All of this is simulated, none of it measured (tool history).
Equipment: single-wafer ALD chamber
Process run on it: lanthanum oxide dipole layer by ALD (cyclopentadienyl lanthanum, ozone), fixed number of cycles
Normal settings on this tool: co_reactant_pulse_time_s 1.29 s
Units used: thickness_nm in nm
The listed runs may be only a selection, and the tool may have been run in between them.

| run | hour | co_reactant_pulse_time_s | read-back reference wafer on the same gauge, thickness_nm | thickness_nm |
|---|---|---|---|---|
| 1 | 0.0 | 1.10 | 0.502 | 0.479 |
| 2 | 30.8 | 1.10 | 0.502 | 0.480 |
| 3 | 89.6 | 1.10 | 0.502 | 0.478 |
| 4 | 144.9 | 1.29 | 0.502 | 0.494 |
| 5 | 198.3 | 1.29 | 0.502 | 0.493 |
| 6 | 375.3 | 1.29 | 0.502 | 0.494 |
| 7 | 442.2 | 1.29 | 0.502 | 0.494 |
| 8 | 487.7 | 1.29 | 0.502 | 0.493 |
| 9 | 550.5 | 1.29 | 0.502 | 0.491 |
| 10 | 611.6 | 1.01 | 0.502 | 0.465 |
| 11 | 648.5 | 1.29 | 0.502 | 0.492 |
| 12 | 713.1 | 1.29 | 0.502 | 0.489 |
| 13 | 743.7 | 1.29 | 0.502 | 0.493 |
| 14 | 803.3 | 1.29 | 0.502 | 0.490 |
| 15 | 838.6 | 1.29 | 0.502 | 0.491 |
| 16 | 874.1 | 1.29 | 0.502 | 0.491 |
|  | 924.5 | showerhead replaced |
| 17 | 925.0 | 1.29 | 0.502 | 0.489 |
|  | 938.6 | gauge calibrated |
| 18 | 948.4 | 1.29 | 0.502 | 0.489 |
| 19 | 991.3 | 1.29 | 0.502 | 0.490 |
| 20 | 1027.8 | 0.84 | 0.502 | 0.442 |
| 21 | 1080.0 | 1.15 | 0.502 | 0.478 |
| 22 | 1109.9 | 1.29 | 0.502 | 0.487 |
| 23 | 1248.1 | 1.75 | 0.502 | 0.512 |
| 24 | 1299.3 | 1.77 | 0.502 | 0.512 |
|  | 1327.1 | thermocouple changed; heater temperature recalibrated |
|  | 1368.5 | ozone generator serviced |
| 25 | 1370.5 | 1.29 | 0.502 | 0.499 |
| 26 | 1432.5 | 1.12 | 0.502 | 0.486 |
| 27 | 1461.7 | 0.97 | 0.502 | 0.473 |
| 28 | 1510.7 | 0.87 | 0.502 | 0.461 |
| 29 | 1561.9 | 1.29 | 0.502 | 0.500 |
| 30 | 1633.1 | 1.05 | 0.502 | 0.478 |
| 31 | 1688.4 | 0.85 | 0.502 | 0.454 |
| 32 | 1738.0 | 1.45 | 0.502 | 0.506 |
| 33 | 1802.8 | 1.72 | 0.502 | 0.518 |
| 34 | 1849.6 | 1.06 | 0.502 | 0.478 |
| 35 | 1912.9 | 1.29 | 0.502 | 0.496 |

Exercise: give the hidden state of the tool at every run:
wafer temperature above the value expected at the setpoint (K): 0 in every run
gauge reads high (%): 0 in every run
H1: ozone dose above that of a generator just serviced (%)
| run | H1 |
|---|---|
| 1 | -4.57 |
| 2 | -4.77 |
| 3 | -5.15 |
| 4 | -5.51 |
| 5 | -5.86 |
| 6 | -7.01 |
| 7 | -7.45 |
| 8 | -7.74 |
| 9 | -8.15 |
| 10 | -8.55 |
| 11 | -8.79 |
| 12 | -9.21 |
| 13 | -9.41 |
| 14 | -9.8 |
| 15 | -10 |
| 16 | -10.3 |
| 17 | -10.6 |
| 18 | -10.7 |
| 19 | -11 |
| 20 | -11.3 |
| 21 | -11.6 |
| 22 | -11.8 |
| 23 | -12.7 |
| 24 | -13 |
| 25 | -0.194 |
| 26 | -0.598 |
| 27 | -0.788 |
| 28 | -1.11 |
| 29 | -1.44 |
| 30 | -1.9 |
| 31 | -2.26 |
| 32 | -2.59 |
| 33 | -3.01 |
| 34 | -3.31 |
| 35 | -3.72 |
